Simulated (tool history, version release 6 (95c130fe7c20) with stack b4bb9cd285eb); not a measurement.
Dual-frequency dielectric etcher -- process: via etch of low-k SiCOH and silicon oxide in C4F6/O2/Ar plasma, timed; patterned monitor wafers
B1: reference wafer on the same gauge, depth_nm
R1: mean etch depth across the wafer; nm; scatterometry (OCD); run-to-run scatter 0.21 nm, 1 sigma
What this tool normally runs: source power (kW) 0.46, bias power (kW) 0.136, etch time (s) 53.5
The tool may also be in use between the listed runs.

Run 1, hour 0: usual settings but etch time (s) 66; B1 139. Result: R1 177 nm.
Run 2, hour 30.9: usual settings but etch time (s) 66; B1 139. Result: R1 177.6 nm.
Run 3, hour 52: usual settings but etch time (s) 66; B1 138.9. Result: R1 177.5 nm.
Run 4, hour 65.6: usual settings but etch time (s) 58; B1 139. Result: R1 155.8 nm.
Run 5, hour 91.4: usual settings but etch time (s) 58; B1 138.9. Result: R1 155.9 nm.
Run 6, hour 109.8: usual settings but etch time (s) 58; B1 139. Result: R1 156 nm.
Run 7, hour 130.9: usual settings but bias power (kW) 0.155; B1 139. Result: R1 149.4 nm.
Run 8, hour 164.3: usual settings but source power (kW) 0.4, etch time (s) 39; B1 139. Result: R1 100.3 nm.
At hour 189: upper electrode replaced.
Run 9, hour 189.5: usual settings but source power (kW) 0.39, bias power (kW) 0.118, etch time (s) 60; B1 139. Result: R1 147.9 nm.
At hour 220.5: wet clean of the chamber.
Run 10, hour 221: usual settings but source power (kW) 0.42, bias power (kW) 0.11, etch time (s) 69.5; B1 139. Result: R1 169.9 nm.
Run 11, hour 222.1: usual settings but source power (kW) 0.37, bias power (kW) 0.169, etch time (s) 68; B1 139. Result: R1 178.7 nm.
Run 12, hour 244.1: usual settings but source power (kW) 0.41; B1 139. Result: R1 137.1 nm.
Run 13, hour 270.2: usual settings but source power (kW) 0.55, bias power (kW) 0.12, etch time (s) 42; B1 139. Result: R1 116 nm.
Run 14, hour 301.1: usual settings but source power (kW) 0.52, etch time (s) 57.5; B1 139. Result: R1 160.7 nm.
Run 15, hour 318: usual settings but source power (kW) 0.57, bias power (kW) 0.145, etch time (s) 60.5; B1 139. Result: R1 178.2 nm.
Run 16, hour 341.9: usual settings; B1 139. Result: R1 143.3 nm.
Run 17, hour 368.7: usual settings but source power (kW) 0.4, bias power (kW) 0.155; B1 139. Result: R1 141.8 nm.
Run 18, hour 381.3: usual settings; B1 139.1. Result: R1 143.6 nm.
Run 19, hour 397.4: usual settings but etch time (s) 40; B1 139. Result: R1 107.5 nm.
At hour 456.8: gauge calibrated.
Run 20, hour 493.7: usual settings but bias power (kW) 0.116; B1 139. Result: R1 138.2 nm.
Run 21, hour 515.5: usual settings but source power (kW) 0.42, bias power (kW) 0.15, etch time (s) 65.5; B1 139. Result: R1 176 nm.
Run 22, hour 550.8: usual settings but source power (kW) 0.5; B1 139. Result: R1 149.4 nm.
Run 23, hour 574.7: usual settings but source power (kW) 0.4, bias power (kW) 0.155; B1 139. Result: R1 143 nm.
Run 24, hour 586.8: usual settings but source power (kW) 0.35, bias power (kW) 0.16, etch time (s) 49; B1 139. Result: R1 126.3 nm.
Run 25, hour 621: usual settings but source power (kW) 0.52, etch time (s) 68.5; B1 139.1. Result: R1 194.3 nm.
Run 26, hour 638.5: usual settings but bias power (kW) 0.148; B1 139. Result: R1 148.4 nm.
Run 27, hour 661: usual settings but etch time (s) 66; B1 139. Result: R1 179.6 nm.
At hour 710.7: wet clean of the chamber.
Run 28, hour 711.2: usual settings but source power (kW) 0.51; B1 139. Result: R1 148 nm.
Run 29, hour 712.7: usual settings but bias power (kW) 0.125, etch time (s) 67; B1 139. Result: R1 175.1 nm.
Run 30, hour 747.5: usual settings; B1 139. Result: R1 142.8 nm.
Run 31, hour 768.5: usual settings but etch time (s) 47; B1 139. Result: R1 125.6 nm.

State the hidden condition of the tool at each of the runs:
bias power that arrives over what is set, %: 0 in every run
gauge reads high (%): 0 in every run
H1: etch rate over this chamber's usual, %
H2: source power that arrives over what is set, %
run       H1    H2
  1    0.738   1.1
  2    0.854  1.14
  3    0.933  1.16
  4    0.984  1.18
  5     1.08  1.21
  6     1.15  1.24
  7     1.23  1.26
  8     1.35  1.31
  9     1.45  1.34
 10     0.12  1.38
 11    0.124  1.38
 12    0.207  1.41
 13    0.305  1.44
 14    0.421  1.48
 15    0.485   1.5
 16    0.574  1.54
 17    0.675  1.57
 18    0.722  1.59
 19    0.783  1.61
 20     1.14  1.73
 21     1.23  1.76
 22     1.36   1.8
 23     1.45  1.83
 24     1.49  1.85
 25     1.62  1.89
 26     1.69  1.92
 27     1.77  1.95
 28   -0.163  2.01
 29   -0.158  2.01
 30  -0.0271  2.06
 31   0.0518  2.08
